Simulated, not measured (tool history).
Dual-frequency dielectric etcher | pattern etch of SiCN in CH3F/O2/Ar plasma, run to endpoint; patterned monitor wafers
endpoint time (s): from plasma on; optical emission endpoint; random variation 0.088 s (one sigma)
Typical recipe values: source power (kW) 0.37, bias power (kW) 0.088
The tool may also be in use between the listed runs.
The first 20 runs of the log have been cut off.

| run | hour | source power (kW) | bias power (kW) | incoming incoming film thickness, nm | endpoint time (s) |
|---|---|---|---|---|---|
|  | 513.9 | source power generator calibrated |
|  | 524.1 | bias power generator calibrated |
| 21 | 524.6 | 0.45 | 0.109 | 8.26 | 19.5 |
| 22 | 537.6 | 0.4 | 0.108 | 8.19 | 20.3 |
| 23 | 558.8 | 0.29 | 0.072 | 8.15 | 27.2 |
| 24 | 588.3 | 0.44 | 0.094 | 8.18 | 20.5 |
| 25 | 615.3 | 0.43 | 0.105 | 8.29 | 20 |
|  | 666.2 | wet clean of the chamber |
| 26 | 666.7 | 0.31 | 0.075 | 8.29 | 27.5 |
| 27 | 676.1 | 0.43 | 0.105 | 8.1 | 20.5 |
| 28 | 713.5 | 0.34 | 0.081 | 8.11 | 24.8 |
| 29 | 735.5 | 0.29 | 0.072 | 8.13 | 27.9 |
| 30 | 757.9 | 0.45 | 0.109 | 8.25 | 19.9 |
| 31 | 788.4 | 0.37 | 0.088 | 8.14 | 22.9 |
| 32 | 812.9 | 0.43 | 0.105 | 8.23 | 20.5 |
| 33 | 835.6 | 0.37 | 0.105 | 8.18 | 21.4 |
| 34 | 857.4 | 0.32 | 0.075 | 8.19 | 26.2 |
| 35 | 964.9 | 0.37 | 0.088 | 8.12 | 22.7 |

4 ways to go on from here, each from the tool as it stands after run 35. What would each give?
| A | 965.3 | 0.37 | 0.108 | 8.27 | ? |
| B | 965.3 | 0.32 | 0.07 | 8.27 | ? |
| C | 965.3 | 0.45 | 0.088 | 8.27 | ? |
| D | 965.3 | 0.41 | 0.103 | 8.27 | ? |

| run | endpoint time (s) |
|---|---|
| A | 21.3 |
| B | 26.9 |
| C | 21.3 |
| D | 20.8 |
With the hidden condition removed and each run's random variation left untouched, the same runs would have given:
| run | endpoint time (s) |
|---|---|
| A | 21.9 |
| B | 27.7 |
| C | 22 |
| D | 21.4 |

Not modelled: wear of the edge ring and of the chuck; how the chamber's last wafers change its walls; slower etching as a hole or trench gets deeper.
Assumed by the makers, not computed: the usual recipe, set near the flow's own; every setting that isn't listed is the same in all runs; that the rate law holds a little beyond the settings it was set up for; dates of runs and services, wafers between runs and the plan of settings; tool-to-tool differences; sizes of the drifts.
